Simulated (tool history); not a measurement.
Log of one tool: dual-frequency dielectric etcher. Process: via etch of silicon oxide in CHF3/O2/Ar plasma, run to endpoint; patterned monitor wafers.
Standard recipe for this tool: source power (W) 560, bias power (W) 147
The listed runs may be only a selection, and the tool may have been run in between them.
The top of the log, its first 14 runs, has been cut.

run   hour  source power (W)  bias power (W)  wafers since the last listed run  hours since the last wet clean  hours since the last source power generator calibration  hours since the last bias power generator calibration  hours since the last upper electrode change  incoming incoming film thickness, nm  endpoint time (s)
 15  421.5               670             147                                65                            53.3                                                   4566.4                                                 2250.9                                       4461.6                                 669.4              323.5
 16  435.4               520             124                                65                            67.2                                                   4580.3                                                 2264.8                                       4475.5                                 669.8              363.3
 17  454.6               620             147                                90                            86.4                                                   4599.5                                                 2284.0                                       4494.7                                 673.0              326.8
     468.1  -- bias power generator calibrated
 18  486.0               470             128                               129                           117.8                                                   4630.9                                                   17.9                                       4526.1                                 670.1              359.6
     511.2  -- upper electrode replaced, of another model than before
 19  512.4               620             157                                11                           144.2                                                   4657.3                                                   44.3                                          1.2                                 669.6              317.8
     522.7  -- source power generator calibrated
 20  533.1               560             147                                78                           164.9                                                     10.4                                                   65.0                                         21.9                                 668.3              332.1
 21  563.6               600             117                               143                           195.4                                                     40.9                                                   95.5                                         52.4                                 667.4              374.0
 22  594.3               420             116                               144                           226.1                                                     71.6                                                  126.2                                         83.1                                 668.9              385.0
 23  609.2               560             177                                70                           241.0                                                     86.5                                                  141.1                                         98.0                                 672.6              299.5
 24  628.5               610             129                                90                           260.3                                                    105.8                                                  160.4                                        117.3                                 667.4              347.7
 25  650.5               560             147                               103                           282.3                                                    127.8                                                  182.4                                        139.3                                 666.4              328.6
 26  667.4               450             177                                79                           299.2                                                    144.7                                                  199.3                                        156.2                                 665.8              303.1
 27  702.4               470             161                               164                           334.2                                                    179.7                                                  234.3                                        191.2                                 671.5              315.8
 28  722.6               500             173                                95                           354.4                                                    199.9                                                  254.5                                        211.4                                 668.3              301.7
 29  756.3               560             147                               158                           388.1                                                    233.6                                                  288.2                                        245.1                                 669.3              329.8
 30  776.8               500             126                                96                           408.6                                                    254.1                                                  308.7                                        265.6                                 675.6              363.6
 31  801.6               560             147                               116                           433.4                                                    278.9                                                  333.5                                        290.4                                 673.7              326.0
 32  834.1               650             158                               153                           465.9                                                    311.4                                                  366.0                                        322.9                                 665.1              301.0
 33  863.3               640             147                               137                           495.1                                                    340.6                                                  395.2                                        352.1                                 666.4              317.5
 34  884.2               460             120                                98                           516.0                                                    361.5                                                  416.1                                        373.0                                 668.8              370.8
 35  897.6               560             147                                63                           529.4                                                    374.9                                                  429.5                                        386.4                                 662.6              316.2

Here are 4 independent what-if runs from the current tool condition. What would each one return?
  A  898.1               560             147                                 2                           529.9                                                    375.4                                                  430.0                                        386.9                                 662.4                  ?
  B  898.1               690             147                                 2                           529.9                                                    375.4                                                  430.0                                        386.9                                 662.4                  ?
  C  898.1               680             129                                 2                           529.9                                                    375.4                                                  430.0                                        386.9                                 662.4                  ?
  D  898.1               450             147                                 2                           529.9                                                    375.4                                                  430.0                                        386.9                                 662.4                  ?

run  endpoint time (s)
  A              319.8
  B              311.1
  C              334.8
  D              327.8
Had the tool no hidden state, the same runs would have come out as:
run  endpoint time (s)
  A              338.9
  B              329.7
  C              354.8
  D              347.4
